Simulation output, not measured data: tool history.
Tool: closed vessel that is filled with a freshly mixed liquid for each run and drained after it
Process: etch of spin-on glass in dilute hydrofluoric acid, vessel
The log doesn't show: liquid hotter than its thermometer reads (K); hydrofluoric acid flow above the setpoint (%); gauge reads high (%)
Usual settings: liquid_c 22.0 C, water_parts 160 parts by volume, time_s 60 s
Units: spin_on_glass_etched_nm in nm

run,hour,liquid_c,water_parts,time_s,wafers since the last listed run,hours since the thermometer was replaced,hours since the hydrofluoric acid flow meter was replaced,hours since the gauge calibration,"read-back film thickness of the spin-on glass reference wafer, read on the same gauge (nm)",spin_on_glass_etched_nm
1,0.0,22.0,160,60,0,1130.1,1337.7,245.6,120.03,9.52
2,15.1,22.0,160,60,1769,1145.2,1352.8,260.7,119.99,9.34
3,38.7,22.0,160,60,2765,1168.8,1376.4,284.3,119.99,9.49
4,128.4,22.0,160,70,10512,1258.5,1466.1,374.0,119.98,11.27
5,150.8,22.0,160,70,2625,1280.9,1488.5,396.4,120.01,11.26
6,182.6,22.0,160,35,3726,1312.7,1520.3,428.2,120.01,5.62
7,218.5,22.0,160,60,4207,1348.6,1556.2,464.1,120.01,9.76
8,247.8,22.0,160,60,3433,1377.9,1585.5,493.4,120.00,9.70
9,271.8,22.0,160,60,2812,1401.9,1609.5,517.4,119.99,9.72
10,285.6,22.0,160,60,1617,1415.7,1623.3,531.2,120.05,9.68
11,313.9,22.0,100,60,3316,1444.0,1651.6,559.5,120.03,16.79
# hour 326.8: hydrofluoric acid flow meter replaced
12,330.7,22.0,100,60,1851,1460.8,3.9,576.3,119.97,16.73
13,357.7,22.0,160,60,3164,1487.8,30.9,603.3,120.03,9.82
14,374.4,22.0,160,60,1957,1504.5,47.6,620.0,120.01,9.76
15,409.8,22.0,160,60,4148,1539.9,83.0,655.4,120.00,9.86
# hour 415.1: thermometer replaced
16,427.0,22.0,160,60,1898,11.9,100.2,672.6,119.99,8.70
17,451.8,24.5,160,30,2906,36.7,125.0,697.4,119.98,4.80
18,479.0,18.0,160,70,3187,63.9,152.2,724.6,119.98,8.80
19,511.3,25.0,160,60,3785,96.2,184.5,756.9,119.98,9.85
20,523.7,22.0,160,30,1453,108.6,196.9,769.3,120.01,4.39
21,538.7,23.5,160,40,1757,123.6,211.9,784.3,119.99,6.27
22,566.5,19.5,220,50,3258,151.4,239.7,812.1,120.04,4.60
# hour 579.8: gauge calibrated
23,581.8,22.0,160,60,1793,166.7,255.0,2.0,120.01,8.92
24,602.7,20.5,130,40,2449,187.6,275.9,22.9,120.03,7.11
25,619.2,22.0,100,60,1933,204.1,292.4,39.4,120.00,15.35
26,635.3,22.0,160,60,1886,220.2,308.5,55.5,120.00,8.78
27,667.0,19.0,210,85,3715,251.9,340.2,87.2,119.97,8.16
28,701.0,17.5,160,60,3984,285.9,374.2,121.2,120.00,7.39
29,714.4,22.0,160,75,1570,299.3,387.6,134.6,120.00,11.18
30,736.8,19.5,160,60,2625,321.7,410.0,157.0,119.98,8.08
31,751.1,22.0,195,60,1675,336.0,424.3,171.3,119.98,7.14
32,784.3,22.0,105,60,3890,369.2,457.5,204.5,120.00,14.55
33,805.3,24.0,160,90,2461,390.2,478.5,225.5,119.99,14.55

Some steps in spin_on_glass_etched_nm between neighbouring runs. How much of each would the tool show without its hidden state too (settings, what came in, random variation), and how much is left for the hidden state, with any gauge scatter that isn't in both results?
Run 10 -> 11: water_parts 160 -> 100. spin_on_glass_etched_nm +7.11 nm: hidden state +0.92, all else +6.19.
Run 12 -> 13: water_parts 100 -> 160. spin_on_glass_etched_nm -6.91 nm: hidden state -0.86, all else -6.05.
Run 15 -> 16: thermometer replaced. spin_on_glass_etched_nm -1.16 nm: hidden state -1.03, all else -0.13.
Run 24 -> 25: liquid_c 20.5 -> 22.0, water_parts 130 -> 100, time_s 40 -> 60. spin_on_glass_etched_nm +8.24 nm: hidden state +0.28, all else +7.96.
Run 31 -> 32: water_parts 195 -> 105. spin_on_glass_etched_nm +7.41 nm: hidden state +0.35, all else +7.06.
